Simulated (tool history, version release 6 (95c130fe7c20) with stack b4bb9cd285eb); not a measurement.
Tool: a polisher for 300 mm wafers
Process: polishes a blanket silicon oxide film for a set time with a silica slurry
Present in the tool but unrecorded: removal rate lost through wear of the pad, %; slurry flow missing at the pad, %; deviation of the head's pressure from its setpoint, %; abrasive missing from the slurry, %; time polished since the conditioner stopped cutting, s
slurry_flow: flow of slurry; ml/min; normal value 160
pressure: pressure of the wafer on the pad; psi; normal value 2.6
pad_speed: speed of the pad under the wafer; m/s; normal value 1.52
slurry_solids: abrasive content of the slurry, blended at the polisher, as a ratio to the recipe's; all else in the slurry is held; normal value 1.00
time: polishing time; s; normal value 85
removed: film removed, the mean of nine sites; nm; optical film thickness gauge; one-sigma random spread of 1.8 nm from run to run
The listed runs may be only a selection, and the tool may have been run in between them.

run   hour  slurry_flow  pressure  pad_speed  slurry_solids  time  wafers since the last listed run  wafers polished on this pad  hours since the slurry nozzle was cleaned  hours since the head pressure was calibrated  hours since the slurry blender was calibrated  hours since the conditioning disc was replaced  incoming thickness of the incoming film, nm  removed
  1    0.0          160       2.6       1.52           1.00    85                                 0                          188                                       43.9                                          39.8                                            5.8                                           102.0                                       1581.0    244.3
  2   57.0          160       2.6       1.52           1.00    85                               310                          499                                      100.9                                          96.8                                           62.8                                           159.0                                       1595.6    242.3
      82.4  -- conditioning disc replaced and pad reconditioned
  3  107.4          160       2.6       1.52           1.00    85                               263                          763                                      151.3                                         147.2                                          113.2                                            25.0                                       1597.4    244.8
     165.1  -- worn pad replaced by a new one
  4  206.0          160       2.6       1.52           1.00    85                               515                          222                                      249.9                                         245.8                                          211.8                                           123.6                                       1575.9    243.2
  5  251.2          160       2.6       1.52           1.00    85                               246                          469                                      295.1                                         291.0                                          257.0                                           168.8                                       1575.4    246.2
     255.3  -- conditioning disc replaced and pad reconditioned
  6  324.9          140       2.6       1.52           1.00   108                               391                          860                                      368.8                                         364.7                                          330.7                                            69.6                                       1594.9    303.4
     352.6  -- worn pad replaced by a new one
     359.3  -- head pressure recalibrated
     363.3  -- slurry blender recalibrated
  7  363.8          140       2.6       1.52           1.00   108                               168                           39                                      407.7                                           4.5                                            0.5                                           108.5                                       1589.4    301.8
  8  402.5          140       2.6       1.52           1.00   108                               211                          250                                      446.4                                          43.2                                           39.2                                           147.2                                       1553.2    301.8
  9  441.0          135       3.3       1.52           1.00    85                               209                          460                                      484.9                                          81.7                                           77.7                                           185.7                                       1582.0    273.9
     452.2  -- conditioning disc replaced and pad reconditioned
 10  520.4          160       3.4       1.52           1.10   113                               422                          882                                      564.3                                         161.1                                          157.1                                            68.2                                       1561.5    397.6
     536.6  -- worn pad replaced by a new one
     554.8  -- slurry nozzle cleaned
 11  559.1          160       2.6       2.02           1.15    99                               183                          117                                        4.3                                         199.8                                          195.8                                           106.9                                       1600.6    377.1
 12  606.8          160       1.7       1.28           1.00    85                               260                          377                                       52.0                                         247.5                                          243.5                                           154.6                                       1570.1    168.7
     627.4  -- conditioning disc replaced and pad reconditioned
 13  710.7          160       2.1       1.98           1.00    94                               555                          933                                      155.9                                         351.4                                          347.4                                            83.3                                       1592.9    294.3
     717.7  -- worn pad replaced by a new one
     738.6  -- slurry blender recalibrated
     757.6  -- head pressure recalibrated
     801.8  -- conditioning disc replaced and pad reconditioned
 14  818.3          160       2.6       1.52           1.00    85                               532                          515                                      263.5                                          60.7                                           79.7                                            16.5                                       1588.1    241.8
 15  856.5          160       2.6       1.02           1.00    85                               208                          724                                      301.7                                          98.9                                          117.9                                            54.7                                       1572.7    176.8
     918.9  -- worn pad replaced by a new one
 16  952.0          160       2.6       2.06           0.75    85                               499                          180                                      397.2                                         194.4                                          213.4                                           150.2                                       1583.5    281.4

Predict each of these 3 candidate next runs independently; none follows another, all start after run 16:
  A  952.4          160       2.6       1.52           1.00    85                                 2                          182                                      397.6                                         194.8                                          213.8                                           150.6                                       1595.7        ?
  B  952.4          160       2.2       1.84           1.00   102                                 2                          182                                      397.6                                         194.8                                          213.8                                           150.6                                       1595.7        ?
  C  952.4          115       2.0       1.10           0.75    85                                 2                          182                                      397.6                                         194.8                                          213.8                                           150.6                                       1595.7        ?

run  removed
  A    245.8
  B    312.0
  C    139.0
Take away the tool's hidden state, keep each run's random variation, and the runs would have read:
run  removed
  A    245.8
  B    312.0
  C    139.0

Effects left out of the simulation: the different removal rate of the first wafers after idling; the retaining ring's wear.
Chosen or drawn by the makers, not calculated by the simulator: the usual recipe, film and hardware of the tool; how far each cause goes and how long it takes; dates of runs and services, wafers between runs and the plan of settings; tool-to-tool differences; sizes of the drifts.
